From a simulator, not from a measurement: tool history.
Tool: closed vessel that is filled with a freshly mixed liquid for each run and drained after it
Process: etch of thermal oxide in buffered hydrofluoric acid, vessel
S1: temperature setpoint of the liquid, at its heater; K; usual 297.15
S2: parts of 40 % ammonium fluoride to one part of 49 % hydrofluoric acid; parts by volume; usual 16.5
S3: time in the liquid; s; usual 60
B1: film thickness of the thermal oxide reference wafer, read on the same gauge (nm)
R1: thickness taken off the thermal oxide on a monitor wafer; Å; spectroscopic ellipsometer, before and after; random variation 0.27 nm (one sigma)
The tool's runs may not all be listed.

{"run": 1, "hour": 0.0, "S1": 297.15, "S2": 14.5, "S3": 60, "B1": 100.02, "R1": 472.5}
{"run": 2, "hour": 40.6, "S1": 297.15, "S2": 14.5, "S3": 60, "B1": 100, "R1": 486.2}
{"run": 3, "hour": 69.9, "S1": 297.15, "S2": 19, "S3": 60, "B1": 99.99, "R1": 367.4}
{"run": 4, "hour": 113.5, "S1": 297.15, "S2": 16.5, "S3": 60, "B1": 100.01, "R1": 420.7}
{"run": 5, "hour": 166.3, "S1": 297.15, "S2": 16.5, "S3": 60, "B1": 99.99, "R1": 421.5}
{"run": 6, "hour": 222.4, "S1": 297.15, "S2": 16.5, "S3": 60, "B1": 100.01, "R1": 426}
{"run": 7, "hour": 371.2, "S1": 297.15, "S2": 16.5, "S3": 60, "B1": 99.98, "R1": 426.6}
{"run": 8, "hour": 438.2, "S1": 297.15, "S2": 16.5, "S3": 60, "B1": 100, "R1": 420.8}
{"run": 9, "hour": 483.8, "S1": 297.15, "S2": 16.5, "S3": 60, "B1": 100.01, "R1": 422.2}
{"run": 10, "hour": 530.9, "S1": 297.15, "S2": 16.5, "S3": 60, "B1": 100, "R1": 421.3}
{"run": 11, "hour": 599.3, "S1": 297.15, "S2": 16.5, "S3": 60, "B1": 100.01, "R1": 420.1}
{"run": 12, "hour": 663.3, "S1": 297.15, "S2": 16.5, "S3": 60, "B1": 100, "R1": 420.3}
{"run": 13, "hour": 689.9, "S1": 297.15, "S2": 16.5, "S3": 60, "B1": 99.99, "R1": 422.5}
{"run": 14, "hour": 714.7, "S1": 297.15, "S2": 16.5, "S3": 60, "B1": 99.99, "R1": 418.9}
{"run": 15, "hour": 777.2, "S1": 297.15, "S2": 16.5, "S3": 35, "B1": 100, "R1": 245.9}
{"run": 16, "hour": 841.4, "S1": 297.15, "S2": 16.5, "S3": 60, "B1": 100, "R1": 418.8}
{"run": 17, "hour": 889.6, "S1": 297.15, "S2": 16.5, "S3": 60, "B1": 100.02, "R1": 426.6}
{"run": 18, "hour": 924.3, "S1": 297.15, "S2": 19.5, "S3": 60, "B1": 100, "R1": 362}
{"run": 19, "hour": 993.9, "S1": 298.65, "S2": 16.5, "S3": 40, "B1": 99.99, "R1": 305.9}
{"run": 20, "hour": 1029.8, "S1": 293.15, "S2": 22.5, "S3": 75, "B1": 100, "R1": 321}
{"run": 21, "hour": 1160.3, "S1": 295.15, "S2": 18.5, "S3": 90, "B1": 100, "R1": 503.6}
{"run": 22, "hour": 1206.6, "S1": 300.15, "S2": 12, "S3": 60, "B1": 100, "R1": 682.9}
{"run": 23, "hour": 1268.9, "S1": 297.15, "S2": 11.5, "S3": 50, "B1": 100, "R1": 500.3}
{"run": 24, "hour": 1306.3, "S1": 294.15, "S2": 20, "S3": 30, "B1": 100, "R1": 147.5}
{"run": 25, "hour": 1364.3, "S1": 301.15, "S2": 21.5, "S3": 60, "B1": 100.01, "R1": 412.3}
{"run": 26, "hour": 1434.7, "S1": 297.15, "S2": 16.5, "S3": 60, "B1": 99.99, "R1": 424.6}
{"run": 27, "hour": 1498.7, "S1": 297.15, "S2": 23, "S3": 60, "B1": 100, "R1": 317.6}
{"run": 28, "hour": 1567.7, "S1": 298.65, "S2": 16.5, "S3": 40, "B1": 100.03, "R1": 308.1}
{"run": 29, "hour": 1593.5, "S1": 301.65, "S2": 12.5, "S3": 40, "B1": 100.01, "R1": 471.1}
{"run": 30, "hour": 1659.0, "S1": 301.65, "S2": 19.5, "S3": 35, "B1": 100, "R1": 264.6}
{"run": 31, "hour": 1703.7, "S1": 297.15, "S2": 13.5, "S3": 60, "B1": 100, "R1": 512.7}
{"run": 32, "hour": 1894.4, "S1": 297.15, "S2": 18.5, "S3": 50, "B1": 100.02, "R1": 312.4}
{"run": 33, "hour": 1956.3, "S1": 299.15, "S2": 18.5, "S3": 60, "B1": 100, "R1": 417.4}

Taken out of this log: 3 entries between the listed runs. Where each belongs, and how the hidden state differs across it:
Between runs 10 and 11: hydrofluoric acid flow meter replaced (hour 585.1)
  no hidden state differs between the two runs
Between runs 12 and 13: thermometer replaced (hour 666)
  no hidden state differs between the two runs
Between runs 17 and 18: gauge calibrated (hour 911.8)
  no hidden state differs between the two runs

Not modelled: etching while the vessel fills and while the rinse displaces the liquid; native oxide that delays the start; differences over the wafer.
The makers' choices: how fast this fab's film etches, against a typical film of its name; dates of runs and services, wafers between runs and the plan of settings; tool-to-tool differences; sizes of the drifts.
